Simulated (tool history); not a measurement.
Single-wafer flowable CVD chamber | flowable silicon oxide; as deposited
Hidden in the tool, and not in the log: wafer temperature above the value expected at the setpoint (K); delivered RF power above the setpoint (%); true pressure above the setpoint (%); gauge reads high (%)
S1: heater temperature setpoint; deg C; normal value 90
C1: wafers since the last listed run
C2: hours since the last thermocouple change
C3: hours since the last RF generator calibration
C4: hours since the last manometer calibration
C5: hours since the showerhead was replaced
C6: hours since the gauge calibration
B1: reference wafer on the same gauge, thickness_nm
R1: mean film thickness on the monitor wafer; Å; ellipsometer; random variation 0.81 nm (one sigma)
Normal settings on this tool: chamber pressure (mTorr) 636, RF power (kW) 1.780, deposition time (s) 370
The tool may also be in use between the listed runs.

{"run": 1, "hour": 0.0, "S1": 90, "chamber pressure (mTorr)": 636, "RF power (kW)": 1.78, "deposition time (s)": 424, "C1": 0, "C2": 1701.1, "C3": 1401.3, "C4": 2535.3, "C5": 6719.9, "C6": 193.3, "B1": 252.134, "R1": 2308.37}
{"run": 2, "hour": 23.4, "S1": 90, "chamber pressure (mTorr)": 636, "RF power (kW)": 1.78, "deposition time (s)": 424, "C1": 105, "C2": 1724.5, "C3": 1424.7, "C4": 2558.7, "C5": 6743.3, "C6": 216.7, "B1": 251.894, "R1": 2285.94}
{"run": 3, "hour": 50.4, "S1": 90, "chamber pressure (mTorr)": 636, "RF power (kW)": 1.78, "deposition time (s)": 424, "C1": 121, "C2": 1751.5, "C3": 1451.7, "C4": 2585.7, "C5": 6770.3, "C6": 243.7, "B1": 252.29, "R1": 2265.24}
{"run": 4, "hour": 82.4, "S1": 90, "chamber pressure (mTorr)": 636, "RF power (kW)": 1.78, "deposition time (s)": 370, "C1": 143, "C2": 1783.5, "C3": 1483.7, "C4": 2617.7, "C5": 6802.3, "C6": 275.7, "B1": 252.087, "R1": 1981.0}
{"run": 5, "hour": 95.8, "S1": 90, "chamber pressure (mTorr)": 636, "RF power (kW)": 1.78, "deposition time (s)": 370, "C1": 60, "C2": 1796.9, "C3": 1497.1, "C4": 2631.1, "C5": 6815.7, "C6": 289.1, "B1": 251.853, "R1": 1970.08}
{"run": 6, "hour": 120.1, "S1": 90, "chamber pressure (mTorr)": 721, "RF power (kW)": 1.78, "deposition time (s)": 336, "C1": 109, "C2": 1821.2, "C3": 1521.4, "C4": 2655.4, "C5": 6840.0, "C6": 313.4, "B1": 251.961, "R1": 2045.85}
{"hour": 146.3, "done": "RF generator calibrated"}
{"run": 7, "hour": 150.6, "S1": 90, "chamber pressure (mTorr)": 636, "RF power (kW)": 1.78, "deposition time (s)": 370, "C1": 101, "C2": 1851.7, "C3": 4.3, "C4": 2685.9, "C5": 6870.5, "C6": 343.9, "B1": 252.026, "R1": 1953.72}
{"run": 8, "hour": 172.8, "S1": 90, "chamber pressure (mTorr)": 636, "RF power (kW)": 1.78, "deposition time (s)": 370, "C1": 99, "C2": 1873.9, "C3": 26.5, "C4": 2708.1, "C5": 6892.7, "C6": 366.1, "B1": 252.176, "R1": 1944.85}
{"hour": 192.5, "done": "capacitance manometer re-zeroed and calibrated"}
{"hour": 198.9, "done": "thermocouple changed; heater temperature recalibrated"}
{"run": 9, "hour": 199.4, "S1": 81, "chamber pressure (mTorr)": 636, "RF power (kW)": 1.43, "deposition time (s)": 370, "C1": 54, "C2": 0.5, "C3": 53.1, "C4": 6.9, "C5": 6919.3, "C6": 392.7, "B1": 251.894, "R1": 2212.03}
{"run": 10, "hour": 203.7, "S1": 90, "chamber pressure (mTorr)": 704, "RF power (kW)": 1.78, "deposition time (s)": 370, "C1": 19, "C2": 4.8, "C3": 57.4, "C4": 11.2, "C5": 6923.6, "C6": 397.0, "B1": 251.758, "R1": 1882.41}
{"hour": 217.4, "done": "gauge calibrated"}
{"run": 11, "hour": 236.0, "S1": 101, "chamber pressure (mTorr)": 747, "RF power (kW)": 1.78, "deposition time (s)": 315, "C1": 145, "C2": 37.1, "C3": 89.7, "C4": 43.5, "C5": 6955.9, "C6": 18.6, "B1": 252.005, "R1": 1131.71}
{"hour": 244.8, "done": "showerhead replaced"}
{"hour": 256.8, "done": "thermocouple changed; heater temperature recalibrated, repeated, since the last time left the tool worse"}
{"run": 12, "hour": 269.0, "S1": 101, "chamber pressure (mTorr)": 493, "RF power (kW)": 2.045, "deposition time (s)": 305, "C1": 76, "C2": 12.2, "C3": 122.7, "C4": 76.5, "C5": 24.2, "C6": 51.6, "B1": 251.884, "R1": 984.36}
{"run": 13, "hour": 281.1, "S1": 90, "chamber pressure (mTorr)": 636, "RF power (kW)": 2.05, "deposition time (s)": 370, "C1": 54, "C2": 24.3, "C3": 134.8, "C4": 88.6, "C5": 36.3, "C6": 63.7, "B1": 251.993, "R1": 2354.15}
{"run": 14, "hour": 316.8, "S1": 81, "chamber pressure (mTorr)": 636, "RF power (kW)": 1.43, "deposition time (s)": 370, "C1": 160, "C2": 60.0, "C3": 170.5, "C4": 124.3, "C5": 72.0, "C6": 99.4, "B1": 251.861, "R1": 2860.03}

Hidden condition of the tool, last listed run before each entry between runs versus first listed run after:
Runs 6 to 7: RF generator calibrated (hour 146.3)
  wafer temperature above the value expected at the setpoint (K): 3.85 -> 3.97
  the result without the hidden state subtracted from the measured one, R1: -325.84 -> -321.44 Å
Runs 8 to 9: capacitance manometer re-zeroed and calibrated (hour 192.5); thermocouple changed; heater temperature recalibrated (hour 198.9)
  wafer temperature above the value expected at the setpoint (K): 4.06 -> 7.8
  the result without the hidden state subtracted from the measured one, R1: -327.55 -> -673.57 Å
Runs 10 to 11: gauge calibrated (hour 217.4)
  no difference in the tool's unlogged condition between these two runs
  the result without the hidden state subtracted from the measured one, R1: -647.38 -> -383.70 Å
Runs 11 to 12: showerhead replaced (hour 244.8); thermocouple changed; heater temperature recalibrated, repeated, since the last time left the tool worse (hour 256.8)
  wafer temperature above the value expected at the setpoint (K): 7.8 -> 0.215
  the result without the hidden state subtracted from the measured one, R1: -383.70 -> -8.17 Å
